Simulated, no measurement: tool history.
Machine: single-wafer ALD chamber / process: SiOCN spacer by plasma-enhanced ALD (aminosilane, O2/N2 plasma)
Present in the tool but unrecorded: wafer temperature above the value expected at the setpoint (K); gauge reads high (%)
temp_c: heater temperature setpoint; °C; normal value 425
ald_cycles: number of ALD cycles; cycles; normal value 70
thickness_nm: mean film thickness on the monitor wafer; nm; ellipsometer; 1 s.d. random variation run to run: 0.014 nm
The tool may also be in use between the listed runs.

run     day  temp_c  ald_cycles  wafers since the last listed run  hours since the last thermocouple change  hours since the gauge calibration  read-back reference wafer on the same gauge, thickness_nm  thickness_nm
  1   0.000     425          79                                 0                                    1178.5                             1241.1                                                      4.317         4.083
  2   2.538     425          70                               285                                    1239.4                             1302.0                                                      4.311         3.627
  3   6.258     422          70                               418                                    1328.7                             1391.3                                                      4.314         3.665
  4   8.792     422          70                               285                                    1389.5                             1452.1                                                      4.301         3.628
  5  12.158     433          70                               379                                    1470.3                             1532.9                                                      4.310         3.541
  6  16.042     425          66                               437                                    1563.5                             1626.1                                                      4.308         3.415
  7  19.379     425          63                               375                                    1643.6                             1706.2                                                      4.313         3.260
  8  21.700     425          63                               261                                    1699.3                             1761.9                                                      4.309         3.265
  9  23.592     425          70                               213                                    1744.7                             1807.3                                                      4.307         3.614
 10  25.650     425          70                               231                                    1794.1                             1856.7                                                      4.314         3.622
 11  27.412     431          70                               198                                    1836.4                             1899.0                                                      4.304         3.530
 12  29.725     425          70                               260                                    1891.9                             1954.5                                                      4.309         3.610
 13  33.321     425          70                               404                                    1978.2                             2040.8                                                      4.313         3.604
 14  36.196     425          70                               323                                    2047.2                             2109.8                                                      4.311         3.600
 15  38.471     425          70                               256                                    2101.8                             2164.4                                                      4.315         3.660
 16  41.342     425          70                               323                                    2170.7                             2233.3                                                      4.317         3.627
 17  44.954     425          70                               406                                    2257.4                             2320.0                                                      4.307         3.619
 18  48.950     425          84                               449                                    2353.3                             2415.9                                                      4.317         4.381
 19  52.629     425          70                               414                                    2441.6                             2504.2                                                      4.311         3.641
 20  55.871     411          82                               365                                    2519.4                             2582.0                                                      4.314         4.407
 21  58.983     433          58                               350                                    2594.1                             2656.7                                                      4.307         2.929
 22  63.396     412          77                               496                                    2700.0                             2762.6                                                      4.312         4.147
 23  65.138     420          84                               196                                    2741.8                             2804.4                                                      4.307         4.389
 24  68.154     412          59                               339                                    2814.2                             2876.8                                                      4.317         3.198
     69.325  -- gauge calibrated
     70.246  -- thermocouple changed; heater temperature recalibrated
 25  72.458     419          75                               447                                      53.1                               75.2                                                      4.308         3.962
 26  75.196     425          70                               308                                     118.8                              140.9                                                      4.318         3.634
 27  77.142     425          57                               219                                     165.5                              187.6                                                      4.308         2.949
 28  80.988     437          62                               433                                     257.8                              279.9                                                      4.318         3.104
 29  84.683     425          70                               416                                     346.5                              368.6                                                      4.305         3.639
 30  87.796     439          75                               350                                     421.2                              443.3                                                      4.317         3.728

Estimate the outcome of run 31 from the log above:
 31  91.933     425          70                               465                                     520.5                              542.6                                                          ?             ?

read-back reference wafer on the same gauge, thickness_nm: 4.310
thickness_nm: 3.633 nm
On a tool with no hidden condition, and with the same random variation, this run would have come out at thickness_nm 3.633 nm.

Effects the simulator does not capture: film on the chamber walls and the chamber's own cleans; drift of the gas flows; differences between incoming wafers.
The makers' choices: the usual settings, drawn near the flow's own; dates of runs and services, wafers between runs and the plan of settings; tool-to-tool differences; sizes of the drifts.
